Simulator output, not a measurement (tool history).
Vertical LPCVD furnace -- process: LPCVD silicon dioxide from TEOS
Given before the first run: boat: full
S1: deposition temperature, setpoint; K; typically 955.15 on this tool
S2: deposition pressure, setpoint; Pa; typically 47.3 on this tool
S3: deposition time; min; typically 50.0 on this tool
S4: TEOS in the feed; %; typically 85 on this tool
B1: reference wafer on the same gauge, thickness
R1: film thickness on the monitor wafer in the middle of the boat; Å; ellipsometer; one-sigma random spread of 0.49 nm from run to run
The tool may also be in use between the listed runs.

run   hour      S1    S2    S3  S4      B1      R1
  1    0.0  955.15  47.3  50.0  85  295.10  3363.7
  2   17.3  955.15  47.3  50.0  85  295.04  3373.0
  3   32.2  955.15  47.3  50.0  85  295.01  3374.5
  4   44.8  955.15  47.3  34.5  85  295.08  2328.2
  5   51.9  955.15  47.3  50.0  85  295.18  3371.6
      81.5  -- TEOS flow controller replaced
  6   82.0  955.15  47.3  36.5  85  295.11  2465.0
  7   86.1  955.15  47.3  36.5  85  295.10  2464.2
     107.3  -- pressure gauge zeroed
     108.4  -- gauge calibrated
     114.2  -- thermocouples replaced and temperature profile calibrated
  8  114.7  966.15  58.7  63.5  93  294.94  5831.7
  9  118.9  955.15  47.3  50.0  75  295.01  2848.8
 10  135.9  955.15  47.3  50.0  94  295.08  3189.6
 11  152.5  966.15  58.7  63.5  93  294.96  5833.3
 12  160.6  955.15  47.3  50.0  95  295.07  3210.9
 13  178.4  955.15  47.3  50.0  85  294.86  3038.9
 14  186.2  965.15  53.3  50.0  85  295.00  4085.6

Measured result minus the same run's result without the hidden state. Both carry the same run-to-run variation, though not necessarily the same gauge scatter:
What the log doesn't record here: true tube temperature minus thermocouple reading, K; true pressure minus gauge reading, mTorr; deviation of the TEOS flow from its setpoint, %; gauge reads high (%).
run      R1
  1  +336.6
  2  +339.8
  3  +342.0
  4  +237.1
  5  +344.3
  6  +254.6
  7  +254.9
  8    +2.1
  9    +1.6
 10    +4.1
 11   +11.5
 12    +7.6
 13    +9.6
 14   +14.0
